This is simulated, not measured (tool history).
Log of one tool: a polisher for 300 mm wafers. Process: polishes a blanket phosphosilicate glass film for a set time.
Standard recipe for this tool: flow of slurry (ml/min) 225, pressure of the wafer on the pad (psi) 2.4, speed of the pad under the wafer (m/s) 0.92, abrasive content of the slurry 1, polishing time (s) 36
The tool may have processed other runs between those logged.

run    hour  flow of slurry (ml/min)  pressure of the wafer on the pad (psi)  speed of the pad under the wafer (m/s)  abrasive content of the slurry  polishing time (s)  incoming thickness of the incoming film, nm  film removed (angstrom)
  1       0                      225                                     2.4                                    0.92                             0.8                  36                                       4242.6                     1881
  2    70.7                      225                                     2.4                                    0.92                             0.8                  36                                       4276.1                     1875
  3   132.4                      225                                     2.4                                    0.92                             0.8                  36                                       4329.3                     1896
  4   197.5                      245                                     2.4                                    0.92                               1                  36                                       4290.5                     2124
  5   241.3                      225                                     2.4                                    0.92                             1.2                  48                                       4257.1                     3052
      253.6  -- worn pad replaced by a new one
  6   322.4                      300                                     2.4                                    0.92                               1                  25                                       4182.9                     1531
  7     367                      225                                     2.4                                    0.92                             1.2                  48                                       4233.1                     3212
      374.7  -- conditioning disc replaced and pad reconditioned
  8   425.9                      225                                     2.4                                    0.92                             1.1                  36                                       4254.3                     2248
      438.3  -- slurry blender recalibrated
  9   467.3                      225                                       2                                    0.92                            0.85                  36                                       4208.8                     1714
 10   500.7                      225                                     2.4                                    0.92                               1                  28                                         4315                     1619
 11   540.7                      225                                     2.4                                    0.92                               1                  36                                       4342.1                     2135
 12   587.7                      225                                       3                                    0.92                            0.75                  36                                       4216.6                     2071
 13   628.8                      225                                     2.4                                    0.92                            0.75                  36                                       4298.2                     1746
        665  -- worn pad replaced by a new one
 14   678.4                      225                                     2.4                                    1.14                               1                  36                                       4300.3                     2616
 15   706.5                      225                                     2.4                                    0.92                               1                  36                                       4322.4                     2181
      749.5  -- slurry nozzle cleaned
 16   757.5                      225                                     2.4                                    0.92                               1                  44                                       4268.6                     2688
      806.5  -- conditioning disc replaced and pad reconditioned
 17   825.2                      225                                     1.7                                    0.92                            1.15                  36                                       4297.1                     1784
      839.5  -- slurry blender recalibrated
 18   869.6                      225                                     2.8                                    1.14                            0.75                  36                                       4280.6                     2362
 19   936.7                      225                                     2.9                                    0.92                               1                  36                                       4202.5                     2450
 20   967.8                      275                                     2.4                                     0.7                               1                  36                                       4266.2                     1772
        984  -- head pressure recalibrated
 21   999.2                      225                                     2.4                                    0.92                               1                  36                                       4212.1                     2072
     1061.7  -- worn pad replaced by a new one
 22  1068.4                      260                                     1.8                                    0.92                               1                  25                                       4271.5                     1253
 23  1129.1                      195                                     2.6                                    0.92                             0.8                  36                                         4247                     1980
 24  1179.8                      225                                     2.4                                    0.92                               1                  36                                       4254.4                     2168
     1202.5  -- conditioning disc replaced and pad reconditioned
 25  1229.1                      245                                     2.4                                    0.92                               1                  36                                       4191.9                     2236

What if the next run were any one of these 4? Each begins from the tool's condition after run 25:
  A  1229.5                      225                                     2.4                                    0.92                               1                  36                                       4341.4                        ?
  B  1229.5                      145                                       3                                    1.08                            0.85                  36                                       4341.4                        ?
  C  1229.5                      190                                     2.7                                    0.92                            1.15                  41                                       4341.4                        ?
  D  1229.5                      225                                     2.4                                    0.92                               1                  30                                       4341.4                        ?

run  film removed (angstrom)
  A                     2138
  B                     2417
  C                     2785
  D                     1782
Without the tool's hidden state the same runs would have given:
run  film removed (angstrom)
  A                     2164
  B                     2447
  C                     2819
  D                     1803
